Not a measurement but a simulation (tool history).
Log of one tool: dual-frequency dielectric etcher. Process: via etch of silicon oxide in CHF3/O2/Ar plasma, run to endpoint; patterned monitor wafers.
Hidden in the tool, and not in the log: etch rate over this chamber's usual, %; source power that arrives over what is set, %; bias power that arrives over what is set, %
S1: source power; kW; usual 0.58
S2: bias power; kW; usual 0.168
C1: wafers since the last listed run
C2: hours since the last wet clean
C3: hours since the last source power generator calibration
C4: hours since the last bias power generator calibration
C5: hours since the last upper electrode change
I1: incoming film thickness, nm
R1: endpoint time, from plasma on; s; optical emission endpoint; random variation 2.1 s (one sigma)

run,hour,S1,S2,C1,C2,C3,C4,C5,I1,R1
1,0,0.58,0.168,0,103.6,2410.6,1814.2,1449.9,684.9,369.3
2,33.9,0.58,0.168,221,137.5,2444.5,1848.1,1483.8,689.9,369.9
3,48.2,0.58,0.168,93,151.8,2458.8,1862.4,1498.1,682,368.3
4,78.9,0.58,0.168,200,182.5,2489.5,1893.1,1528.8,683.4,366.1
5,111.5,0.58,0.14,212,215.1,2522.1,1925.7,1561.4,686.2,392.2
6,131.2,0.58,0.168,128,234.8,2541.8,1945.4,1581.1,683.2,365.6
7,155.8,0.58,0.168,160,259.4,2566.4,1970,1605.7,687,368.3
8,170.7,0.58,0.168,97,274.3,2581.3,1984.9,1620.6,685.1,365.7
9,190.8,0.67,0.15,131,294.4,2601.4,2005,1640.7,689.7,354.8
10,212.6,0.67,0.15,142,316.2,2623.2,2026.8,1662.5,684.9,348.9
11,247.6,0.58,0.168,228,351.2,2658.2,2061.8,1697.5,692.3,366.1
12,269.7,0.67,0.186,144,373.3,2680.3,2083.9,1719.6,687.9,323.5
# hour 292.9: source power generator calibrated
13,303.8,0.67,0.186,196,407.4,10.9,2118,1753.7,680.6,317
14,334.9,0.71,0.168,203,438.5,42,2149.1,1784.8,679,319.3
15,353.2,0.52,0.209,119,456.8,60.3,2167.4,1803.1,683.2,353.1
16,388.7,0.53,0.14,231,492.3,95.8,2202.9,1838.6,685.6,406.4

Forecast run 17:
# hour 431.6: upper electrode replaced
17,432.1,0.63,0.168,126,535.7,139.2,2246.3,0.5,683.2,?

R1: 341 s
Without the tool's hidden state the same run would have given R1 356.1 s.

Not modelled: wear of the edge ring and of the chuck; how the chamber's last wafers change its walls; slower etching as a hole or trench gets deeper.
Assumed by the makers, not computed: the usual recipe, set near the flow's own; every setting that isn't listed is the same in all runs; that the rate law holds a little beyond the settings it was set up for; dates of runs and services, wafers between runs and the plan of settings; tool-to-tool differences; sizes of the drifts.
